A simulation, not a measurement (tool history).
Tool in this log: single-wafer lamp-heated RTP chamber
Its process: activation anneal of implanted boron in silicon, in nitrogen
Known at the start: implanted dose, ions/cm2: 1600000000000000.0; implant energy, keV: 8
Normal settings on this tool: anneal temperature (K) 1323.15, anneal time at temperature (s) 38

run,hour,anneal temperature (K),anneal time at temperature (s),wafers since the last listed run,wafers since the last pyrometer calibration,wafers since the reflector plate was cleaned,hours since the gauge calibration,"read-back reference wafer on the same gauge, sheet resistance",sheet resistance of the implanted and annealed layer (ohm/square)
1,0,1323.15,38,0,3806,6551,94,86.31,85.99
2,20.5,1323.15,38,246,4053,6798,114.5,86.37,85.33
# hour 36.7: reflector plate cleaned
3,49,1323.15,38,246,4300,148,143,86.48,86.89
4,69.6,1334.15,28,247,4548,396,163.6,86.38,86.61
5,172.3,1323.15,38,1236,5784,1632,266.3,86.46,86.69
6,202.3,1309.15,38,361,6145,1993,296.3,86.4,92.26
7,228.6,1309.15,38,316,6462,2310,322.6,86.34,92.21
8,244.2,1323.15,38,187,6649,2498,338.2,86.34,85.78
9,256.4,1323.15,38,146,6796,2645,350.4,86.37,86.42
10,277.9,1323.15,38,258,7055,2904,371.9,86.48,85.94
11,299.8,1323.15,38,263,7319,3167,393.8,86.48,85.89
12,334.1,1323.15,50,412,7732,3580,428.1,86.31,83.36
13,350.9,1323.15,50,202,7934,3782,444.9,86.31,83.02
# hour 361.8: pyrometer window cleaned and pyrometer calibrated
14,363.6,1323.15,50,56,22,3839,457.6,86.4,83.02
15,393.8,1323.15,38,363,385,4202,487.8,86.4,85.88
16,429.2,1314.15,54,426,811,4629,523.2,86.3,85.81
17,458.9,1323.15,38,357,1169,4986,552.9,86.38,85.43
18,487.6,1300.15,26,345,1514,5332,581.6,86.4,100.71
19,520.2,1323.15,38,392,1907,5724,614.2,86.48,85.88
20,549.2,1299.15,38,349,2256,6073,643.2,86.4,96.63
21,577.9,1323.15,38,345,2601,6419,671.9,86.39,85.63
# hour 582: gauge calibrated
22,592.8,1308.15,19,179,2781,6598,10.8,86.38,99.71
23,610.7,1304.15,50,215,2996,6813,28.7,86.4,90.8
24,624.8,1323.15,38,169,3166,6983,42.8,86.51,86.13
# hour 647.7: reflector plate cleaned
25,678.7,1351.15,18,552,3718,372,96.7,86.46,85.37
26,706.8,1352.15,49,338,4057,711,124.8,86.48,77.36
27,731.2,1304.15,38,293,4350,1004,149.2,86.42,95.83
28,756.3,1340.15,38,302,4653,1307,174.3,86.44,82.07
29,793.1,1336.15,38,442,5096,1750,211.1,86.39,82.42
30,817,1323.15,61,287,5383,2037,235,86.43,82
31,839.9,1323.15,38,275,5659,2313,257.9,86.49,86.48

Run by run, hidden condition taken away, random variation retained:
What the log doesn't record here: true wafer temperature minus pyrometer reading, K; wafer temperature error from the tarnished reflector plate, K; gauge reads high (%).
run,sheet resistance of the implanted and annealed layer (ohm/square)
1,87.62
2,86.95
3,87.07
4,86.88
5,87.53
6,93.52
7,93.58
8,86.85
9,87.52
10,87.08
11,87.08
12,84.52
13,84.2
14,84.21
15,87.21
16,87.33
17,86.82
18,102.72
19,87.32
20,98.75
21,87.11
22,101.62
23,92.8
24,87.64
25,85.66
26,77.59
27,96.79
28,82.58
29,83.08
30,82.87
31,87.58
